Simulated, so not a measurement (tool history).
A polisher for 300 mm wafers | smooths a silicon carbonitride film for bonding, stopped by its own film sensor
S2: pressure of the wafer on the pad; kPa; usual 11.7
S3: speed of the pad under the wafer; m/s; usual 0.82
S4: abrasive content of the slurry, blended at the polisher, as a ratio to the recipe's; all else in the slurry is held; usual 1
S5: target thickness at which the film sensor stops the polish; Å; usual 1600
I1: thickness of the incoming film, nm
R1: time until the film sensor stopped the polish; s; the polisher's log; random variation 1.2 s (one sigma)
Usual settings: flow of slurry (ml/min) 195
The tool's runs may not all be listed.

Run 1, hour 0: usual settings; I1 181.1. Result: R1 135 s.
Run 2, hour 58.9: usual settings; I1 181. Result: R1 134.5 s.
At hour 146.8: slurry blender recalibrated.
Run 3, hour 159.3: usual settings; I1 181.5. Result: R1 137 s.
Run 4, hour 220.9: usual settings; I1 180.5. Result: R1 130.8 s.
Run 5, hour 274.8: usual settings but flow of slurry (ml/min) 220; I1 180.7. Result: R1 129.2 s.
At hour 318.6: worn pad replaced by a new one.
Run 6, hour 347.1: usual settings but flow of slurry (ml/min) 220; I1 178.3. Result: R1 114.7 s.
Run 7, hour 432.3: usual settings but flow of slurry (ml/min) 220; I1 181.9. Result: R1 135.5 s.
At hour 503.4: slurry nozzle cleaned.
Run 8, hour 538.7: usual settings but S3 0.92 m/s; I1 177.4. Result: R1 97.6 s.
At hour 581: head pressure recalibrated.
Run 9, hour 629.1: usual settings but S3 0.92 m/s; I1 182.4. Result: R1 129.5 s.
At hour 662.9: slurry blender recalibrated.
Run 10, hour 719.8: usual settings but flow of slurry (ml/min) 245, S4 0.9; I1 181.3. Result: R1 137.6 s.
At hour 736.2: worn pad replaced by a new one.
Run 11, hour 766.2: usual settings but flow of slurry (ml/min) 245, S4 0.9; I1 180.9. Result: R1 134.7 s.
Run 12, hour 822.7: usual settings but flow of slurry (ml/min) 250, S4 1.1; I1 181.2. Result: R1 128.4 s.
Run 13, hour 869.6: usual settings but S3 0.72 m/s; I1 180.8. Result: R1 146.6 s.
Run 14, hour 955.5: usual settings; I1 180. Result: R1 126.7 s.
Run 15, hour 1009.4: usual settings but flow of slurry (ml/min) 130, S4 0.75; I1 177.2. Result: R1 125.2 s.
At hour 1084.4: slurry blender recalibrated.
Run 16, hour 1104.8: usual settings but flow of slurry (ml/min) 215, S2 7.6 kPa, S3 0.64 m/s; I1 183. Result: R1 269.2 s.
At hour 1160.1: head pressure recalibrated.
At hour 1175.6: worn pad replaced by a new one, of another model than before.
Run 17, hour 1193.6: usual settings but S2 10.3 kPa, S3 0.68 m/s; I1 180.1. Result: R1 152.2 s.
Run 18, hour 1271.2: usual settings but flow of slurry (ml/min) 220, S2 9.7 kPa, S3 1.06 m/s, S5 1650 Å; I1 180.2. Result: R1 94.3 s.
Run 19, hour 1372.4: usual settings but S4 0.7, S5 1660 Å; I1 181. Result: R1 109.5 s.
At hour 1382.7: slurry nozzle cleaned.
At hour 1545.2: worn pad replaced by a new one.
At hour 1591.7: slurry blender recalibrated.
Run 20, hour 1683.6: usual settings but flow of slurry (ml/min) 235, S5 1670 Å; I1 179.1. Result: R1 75.4 s.
Run 21, hour 1724.7: usual settings but S2 13.8 kPa, S3 0.9 m/s; I1 178.9. Result: R1 104.3 s.
At hour 1764.2: head pressure recalibrated.
Run 22, hour 1772.8: usual settings but S3 0.54 m/s, S5 1550 Å; I1 177.5. Result: R1 178.3 s.
Run 23, hour 1919.4: usual settings; I1 181. Result: R1 134.3 s.
At hour 1942.8: worn pad replaced by a new one.
Run 24, hour 2010.3: usual settings but flow of slurry (ml/min) 220, S2 9.7 kPa, S4 1.25; I1 179.5. Result: R1 129.4 s.
Run 25, hour 2073.2: usual settings; I1 182.2. Result: R1 142.8 s.

The tool's hidden state at each run:
removal rate lost through wear of the pad, %: 0 in every run
slurry flow missing at the pad, %: 0 in every run
abrasive missing from the slurry, %: 0 in every run
H1: deviation of the head's pressure from its setpoint, %
run      H1
  1   0.412
  2   0.493
  3   0.839
  4    1.18
  5    1.56
  6    2.19
  7     3.1
  8    4.51
  9   0.211
 10   0.431
 11   0.626
 12   0.939
 13    1.26
 14       2
 15    2.56
 16    3.74
 17   0.155
 18   0.301
 19   0.726
 20     3.7
 21    4.28
 22  -0.502
 23   -0.19
 24   0.283
 25   0.736
